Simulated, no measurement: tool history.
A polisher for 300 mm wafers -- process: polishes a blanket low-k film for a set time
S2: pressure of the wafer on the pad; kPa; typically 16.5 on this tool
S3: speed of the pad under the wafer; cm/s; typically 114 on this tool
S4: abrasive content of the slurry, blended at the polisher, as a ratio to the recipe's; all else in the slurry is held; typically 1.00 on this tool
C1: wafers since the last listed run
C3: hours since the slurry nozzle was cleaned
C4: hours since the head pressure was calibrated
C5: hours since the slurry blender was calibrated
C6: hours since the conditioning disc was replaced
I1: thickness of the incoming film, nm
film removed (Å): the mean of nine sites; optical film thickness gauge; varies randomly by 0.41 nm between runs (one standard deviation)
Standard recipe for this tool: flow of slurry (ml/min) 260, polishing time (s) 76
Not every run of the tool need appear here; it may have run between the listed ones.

run 1 hour=0.0 | flow_of_slurry_(ml/min)=220 S2=16.5 S3=114 S4=1.00 polishing_time_(s)=76 | C1=0 wafers_polished_on_this_pad=681 C3=337.6 C4=726.9 C5=0.3 C6=2.6 | I1=493.1 | film_removed_(Å)=344
run 2 hour=57.8 | flow_of_slurry_(ml/min)=220 S2=16.5 S3=114 S4=1.00 polishing_time_(s)=76 | C1=355 wafers_polished_on_this_pad=1037 C3=395.4 C4=784.7 C5=58.1 C6=60.4 | I1=494.7 | film_removed_(Å)=329
-- hour=137.9 worn pad replaced by a new one
run 3 hour=139.4 | flow_of_slurry_(ml/min)=260 S2=16.5 S3=114 S4=1.00 polishing_time_(s)=76 | C1=477 wafers_polished_on_this_pad=9 C3=477.0 C4=866.3 C5=139.7 C6=142.0 | I1=488.5 | film_removed_(Å)=331
run 4 hour=231.2 | flow_of_slurry_(ml/min)=260 S2=16.5 S3=88 S4=1.00 polishing_time_(s)=76 | C1=565 wafers_polished_on_this_pad=574 C3=568.8 C4=958.1 C5=231.5 C6=233.8 | I1=491.0 | film_removed_(Å)=258
-- hour=239.4 slurry nozzle cleaned
-- hour=258.5 slurry blender recalibrated
run 5 hour=275.2 | flow_of_slurry_(ml/min)=260 S2=16.5 S3=88 S4=1.00 polishing_time_(s)=76 | C1=252 wafers_polished_on_this_pad=827 C3=35.8 C4=1002.1 C5=16.7 C6=277.8 | I1=493.6 | film_removed_(Å)=285
-- hour=327.5 conditioning disc replaced and pad reconditioned
run 6 hour=328.9 | flow_of_slurry_(ml/min)=260 S2=16.5 S3=114 S4=1.00 polishing_time_(s)=76 | C1=318 wafers_polished_on_this_pad=1145 C3=89.5 C4=1055.8 C5=70.4 C6=1.4 | I1=493.4 | film_removed_(Å)=324
-- hour=375.8 worn pad replaced by a new one
run 7 hour=385.3 | flow_of_slurry_(ml/min)=260 S2=16.5 S3=114 S4=1.00 polishing_time_(s)=76 | C1=322 wafers_polished_on_this_pad=58 C3=145.9 C4=1112.2 C5=126.8 C6=57.8 | I1=485.5 | film_removed_(Å)=325
run 8 hour=465.6 | flow_of_slurry_(ml/min)=260 S2=16.5 S3=114 S4=1.00 polishing_time_(s)=76 | C1=494 wafers_polished_on_this_pad=552 C3=226.2 C4=1192.5 C5=207.1 C6=138.1 | I1=493.8 | film_removed_(Å)=326
-- hour=496.2 slurry blender recalibrated
run 9 hour=524.8 | flow_of_slurry_(ml/min)=260 S2=16.5 S3=114 S4=0.85 polishing_time_(s)=76 | C1=352 wafers_polished_on_this_pad=905 C3=285.4 C4=1251.7 C5=28.6 C6=197.3 | I1=493.3 | film_removed_(Å)=307
-- hour=607.2 conditioning disc replaced and pad reconditioned
-- hour=623.3 head pressure recalibrated
-- hour=626.7 worn pad replaced by a new one
run 10 hour=627.2 | flow_of_slurry_(ml/min)=260 S2=20.7 S3=114 S4=1.00 polishing_time_(s)=102 | C1=585 wafers_polished_on_this_pad=3 C3=387.8 C4=3.9 C5=131.0 C6=20.0 | I1=486.0 | film_removed_(Å)=515
run 11 hour=678.1 | flow_of_slurry_(ml/min)=260 S2=13.8 S3=114 S4=1.20 polishing_time_(s)=98 | C1=313 wafers_polished_on_this_pad=316 C3=438.7 C4=54.8 C5=181.9 C6=70.9 | I1=488.8 | film_removed_(Å)=405
-- hour=759.1 slurry blender recalibrated
run 12 hour=775.5 | flow_of_slurry_(ml/min)=260 S2=16.5 S3=114 S4=1.00 polishing_time_(s)=76 | C1=587 wafers_polished_on_this_pad=904 C3=536.1 C4=152.2 C5=16.4 C6=168.3 | I1=489.4 | film_removed_(Å)=354
-- hour=778.4 slurry nozzle cleaned
run 13 hour=871.3 | flow_of_slurry_(ml/min)=260 S2=16.5 S3=114 S4=1.00 polishing_time_(s)=76 | C1=583 wafers_polished_on_this_pad=1487 C3=92.9 C4=248.0 C5=112.2 C6=264.1 | I1=487.5 | film_removed_(Å)=308
-- hour=892.0 worn pad replaced by a new one
-- hour=916.5 conditioning disc replaced and pad reconditioned
run 14 hour=969.7 | flow_of_slurry_(ml/min)=340 S2=16.5 S3=114 S4=0.90 polishing_time_(s)=76 | C1=569 wafers_polished_on_this_pad=466 C3=191.3 C4=346.4 C5=210.6 C6=53.2 | I1=483.9 | film_removed_(Å)=297
-- hour=976.3 slurry blender recalibrated
run 15 hour=1014.9 | flow_of_slurry_(ml/min)=235 S2=16.5 S3=96 S4=1.00 polishing_time_(s)=76 | C1=266 wafers_polished_on_this_pad=732 C3=236.5 C4=391.6 C5=38.6 C6=98.4 | I1=488.0 | film_removed_(Å)=290
run 16 hour=1068.0 | flow_of_slurry_(ml/min)=260 S2=16.5 S3=114 S4=1.10 polishing_time_(s)=76 | C1=326 wafers_polished_on_this_pad=1059 C3=289.6 C4=444.7 C5=91.7 C6=151.5 | I1=482.9 | film_removed_(Å)=345
-- hour=1138.4 worn pad replaced by a new one
run 17 hour=1154.5 | flow_of_slurry_(ml/min)=260 S2=16.5 S3=114 S4=0.80 polishing_time_(s)=76 | C1=508 wafers_polished_on_this_pad=99 C3=376.1 C4=531.2 C5=178.2 C6=238.0 | I1=496.8 | film_removed_(Å)=264
-- hour=1169.0 conditioning disc replaced and pad reconditioned
run 18 hour=1205.7 | flow_of_slurry_(ml/min)=325 S2=15.2 S3=114 S4=0.85 polishing_time_(s)=76 | C1=302 wafers_polished_on_this_pad=402 C3=427.3 C4=582.4 C5=229.4 C6=36.7 | I1=484.5 | film_removed_(Å)=263

Hidden state, per run?
slurry flow missing at the pad, %: 0 in every run
deviation of the head's pressure from its setpoint, %: 0 in every run
time polished since the conditioner stopped cutting, s: 0 in every run
H1: removal rate lost through wear of the pad, %
H2: abrasive missing from the slurry, %
run=1 H1=2.27 H2=0.0879
run=2 H1=3.96 H2=9.8
run=3 H1=0.812 H2=15.7
run=4 H1=1.7 H2=18
run=5 H1=2.73 H2=3.69
run=6 H1=4.52 H2=11.2
run=7 H1=0.334 H2=15.2
run=8 H1=1.14 H2=17.7
run=9 H1=2.58 H2=6.7
run=10 H1=0.0241 H2=16.3
run=11 H1=0.293 H2=18
run=12 H1=2.27 H2=5.21
run=13 H1=6.1 H2=16
run=14 H1=1.3 H2=19.3
run=15 H1=2.22 H2=9.93
run=16 H1=3.83 H2=15.6
run=17 H1=0.458 H2=19.6
run=18 H1=0.892 H2=20.6
